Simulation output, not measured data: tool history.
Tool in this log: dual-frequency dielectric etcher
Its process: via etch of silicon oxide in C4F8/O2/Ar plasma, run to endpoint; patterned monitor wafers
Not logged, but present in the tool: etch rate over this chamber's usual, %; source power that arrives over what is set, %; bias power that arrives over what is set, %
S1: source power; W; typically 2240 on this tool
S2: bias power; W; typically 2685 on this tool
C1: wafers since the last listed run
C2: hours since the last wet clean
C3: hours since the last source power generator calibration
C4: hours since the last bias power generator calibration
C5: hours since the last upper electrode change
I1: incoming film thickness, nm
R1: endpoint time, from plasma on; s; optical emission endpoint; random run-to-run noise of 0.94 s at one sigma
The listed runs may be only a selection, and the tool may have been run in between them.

run,day,S1,S2,C1,C2,C3,C4,C5,I1,R1
1,0.000,2240,2685,0,83.3,3892.1,2455.7,4456.2,1859.1,307.3
2,0.400,2240,2685,29,92.9,3901.7,2465.3,4465.8,1870.6,308.9
3,1.117,2240,2685,52,110.1,3918.9,2482.5,4483.0,1849.5,304.7
4,1.400,2240,2685,20,116.9,3925.7,2489.3,4489.8,1868.6,308.4
5,1.692,2240,2685,21,123.9,3932.7,2496.3,4496.8,1861.2,308.1
6,3.671,2240,2685,145,171.4,3980.2,2543.8,4544.3,1863.4,306.6
7,4.288,2240,2685,45,186.2,3995.0,2558.6,4559.1,1871.3,307.8
8,5.662,1920,2685,101,219.2,4028.0,2591.6,4592.1,1859.1,321.3
9,6.317,1920,2685,48,234.9,4043.7,2607.3,4607.8,1862.1,322.5
10,6.904,2240,2685,43,249.0,4057.8,2621.4,4621.9,1861.1,303.4
11,7.429,2240,2685,38,261.6,4070.4,2634.0,4634.5,1867.8,302.6
12,8.025,2450,2685,43,275.9,4084.7,2648.3,4648.8,1869.1,293.4
13,8.346,2450,2685,23,283.6,4092.4,2656.0,4656.5,1874.8,296.4
14,8.883,2450,2685,39,296.5,4105.3,2668.9,4669.4,1868.4,295.6
15,9.242,2240,2685,26,305.1,4113.9,2677.5,4678.0,1883.4,306.4
16,9.796,2240,2685,40,318.4,4127.2,2690.8,4691.3,1862.5,302.3
17,10.521,1730,2362,53,335.8,4144.6,2708.2,4708.7,1876.5,341.0
# day 11.154: source power generator calibrated
18,11.175,2450,2685,35,351.5,0.5,2723.9,4724.4,1867.3,291.8
19,11.725,2030,2685,40,364.7,13.7,2737.1,4737.6,1870.1,311.9
20,12.204,2240,2685,35,376.2,25.2,2748.6,4749.1,1863.9,300.7
# day 13.288: wet clean of the chamber
# day 14.125: upper electrode replaced
21,14.146,2240,2685,7,20.6,71.8,2795.2,0.5,1869.2,311.3
22,14.162,1880,2348,1,21.0,72.2,2795.6,0.9,1863.3,339.6
23,14.179,1880,2480,1,21.4,72.6,2796.0,1.3,1866.0,336.7
# day 14.617: bias power generator calibrated
24,14.638,2530,2939,21,32.4,83.6,0.5,12.3,1858.1,290.8
25,14.967,1920,2685,24,40.3,91.5,8.4,20.2,1871.0,329.9
26,15.225,2240,2260,18,46.5,97.7,14.6,26.4,1865.8,319.1
27,15.858,2240,2114,46,61.7,112.9,29.8,41.6,1871.2,325.0
28,16.558,1690,2685,51,78.5,129.7,46.6,58.4,1851.2,340.9
29,17.283,2460,2413,53,95.9,147.1,64.0,75.8,1859.2,302.3
30,17.808,2240,3144,38,108.5,159.7,76.6,88.4,1860.0,299.0
31,18.067,2240,2685,18,114.7,165.9,82.8,94.6,1881.5,310.2
32,18.592,1850,3343,38,127.3,178.5,95.4,107.2,1886.5,320.4

How the hidden state differs across the entries between the runs, from the last listed run before each to the first after it:
Logged between run 17 and run 18: source power generator calibrated (day 11.154)
  etch rate over this chamber's usual, %: 3.25 -> 3.39
  measured minus no-state result, R1: -11.1 -> -9.8 s
Logged between run 20 and run 21: wet clean of the chamber (day 13.288); upper electrode replaced (day 14.125)
  etch rate over this chamber's usual, %: 3.61 -> 0.283
  measured minus no-state result, R1: -10.9 -> -0.9 s
Logged between run 23 and run 24: bias power generator calibrated (day 14.617)
  etch rate over this chamber's usual, %: 0.29 -> 0.388
  measured minus no-state result, R1: -0.9 -> -1.1 s
